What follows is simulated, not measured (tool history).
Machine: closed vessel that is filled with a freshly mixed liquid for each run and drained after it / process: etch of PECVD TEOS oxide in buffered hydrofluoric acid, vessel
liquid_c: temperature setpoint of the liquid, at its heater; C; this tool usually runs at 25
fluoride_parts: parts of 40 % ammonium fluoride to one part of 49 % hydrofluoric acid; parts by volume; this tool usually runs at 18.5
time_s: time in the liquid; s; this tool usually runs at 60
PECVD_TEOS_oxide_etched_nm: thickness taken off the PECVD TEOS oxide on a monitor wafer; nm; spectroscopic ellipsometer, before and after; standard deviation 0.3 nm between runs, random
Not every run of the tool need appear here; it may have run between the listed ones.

run,hour,liquid_c,fluoride_parts,time_s,wafers since the last listed run,hours since the thermometer was replaced,hours since the hydrofluoric acid flow meter was replaced,hours since the gauge calibration,"read-back film thickness of the PECVD TEOS oxide reference wafer, read on the same gauge (nm)",PECVD_TEOS_oxide_etched_nm
1,0,25,18.5,60,0,883.9,864.7,1234.8,90.61,73.61
2,53.1,25,18.5,60,6589,937,917.8,1287.9,90.69,72.65
3,101,25,18.5,60,5943,984.9,965.7,1335.8,90.75,73.14
4,389.3,25,18.5,60,35774,1273.2,1254,1624.1,91.12,73.12
5,478.9,28.5,18.5,50,11118,1362.8,1343.6,1713.7,91.25,73.62
6,536.8,28.5,18.5,50,7184,1420.7,1401.5,1771.6,91.36,74.48
7,625.9,25,18.5,60,11056,1509.8,1490.6,1860.7,91.5,73.57
8,724.8,25,18.5,60,12272,1608.7,1589.5,1959.6,91.66,73.46
9,761.5,25,18.5,60,4554,1645.4,1626.2,1996.3,91.73,73.7
# hour 801: thermometer replaced
10,827.5,25,13,60,8065,26.5,1692.2,2062.3,91.86,104.03
11,891.7,25,13,60,7966,90.7,1756.4,2126.5,91.95,105.46
12,940.6,25,13,60,6067,139.6,1805.3,2175.4,92.06,104.39
13,1012.8,25,18.5,50,8959,211.8,1877.5,2247.6,92.2,61.58
14,1106.2,25,18.5,60,11589,305.2,1970.9,2341,92.41,74.02
15,1160.5,22.5,18.5,60,6737,359.5,2025.2,2395.3,92.51,65.24
16,1252.9,25,18.5,60,11465,451.9,2117.6,2487.7,92.73,74.41
# hour 1364.9: hydrofluoric acid flow meter replaced
# hour 1497.8: gauge calibrated
17,1517.4,22,12.5,60,32696,716.4,152.5,19.6,90.57,90.93
18,1624.2,25,18.5,80,13252,823.2,259.3,126.4,90.57,96.67
19,1678,29,18.5,30,6675,877,313.1,180.2,90.59,44.79
20,1754.8,25,12.5,60,9529,953.8,389.9,257,90.6,107.23
21,1855.6,29.5,18.5,75,12507,1054.6,490.7,357.8,90.63,116.11
22,1913.1,25,14,80,7135,1112.1,548.2,415.3,90.66,127.86
23,1956.3,23,18.5,60,5360,1155.3,591.4,458.5,90.65,64.81
24,2046.4,25,18.5,70,11180,1245.4,681.5,548.6,90.72,84.98
25,2142.6,27.5,18.5,60,11937,1341.6,777.7,644.8,90.77,83.71
26,2331.3,28.5,24.5,45,23415,1530.3,966.4,833.5,90.87,53.16
27,2411.8,25,18.5,60,9989,1610.8,1046.9,914,90.97,73.49
# hour 2414.8: thermometer replaced
28,2450.1,27.5,12.5,75,4628,35.3,1085.2,952.3,90.99,152.09
29,2502,27.5,15.5,70,6440,87.2,1137.1,1004.2,91.02,116.37
30,2562.8,25,18.5,60,7544,148,1197.9,1065,91.09,73.05
31,2603.9,21,23,30,5099,189.1,1239,1106.1,91.13,24.65
32,2644.3,25,25.5,95,5013,229.5,1279.4,1146.5,91.18,90.95

Each row is a separate what-if for the run after 32, all from the same tool condition, not one after another. Results?
A,2645,25,18.5,60,86,230.2,1280.1,1147.2,?,?
B,2645,29,18.5,95,86,230.2,1280.1,1147.2,?,?
C,2645,25,18.5,85,86,230.2,1280.1,1147.2,?,?
D,2645,29.5,12,50,86,230.2,1280.1,1147.2,?,?
E,2645,25,16,60,86,230.2,1280.1,1147.2,?,?

run,"read-back film thickness of the PECVD TEOS oxide reference wafer, read on the same gauge (nm)",PECVD_TEOS_oxide_etched_nm
A,91.16,73.56
B,91.16,144.36
C,91.16,104.2
D,91.16,119.24
E,91.16,84.86
Had the tool no hidden state, the same runs would have come out as:
run,PECVD_TEOS_oxide_etched_nm
A,72.61
B,142.51
C,102.87
D,117.71
E,83.77
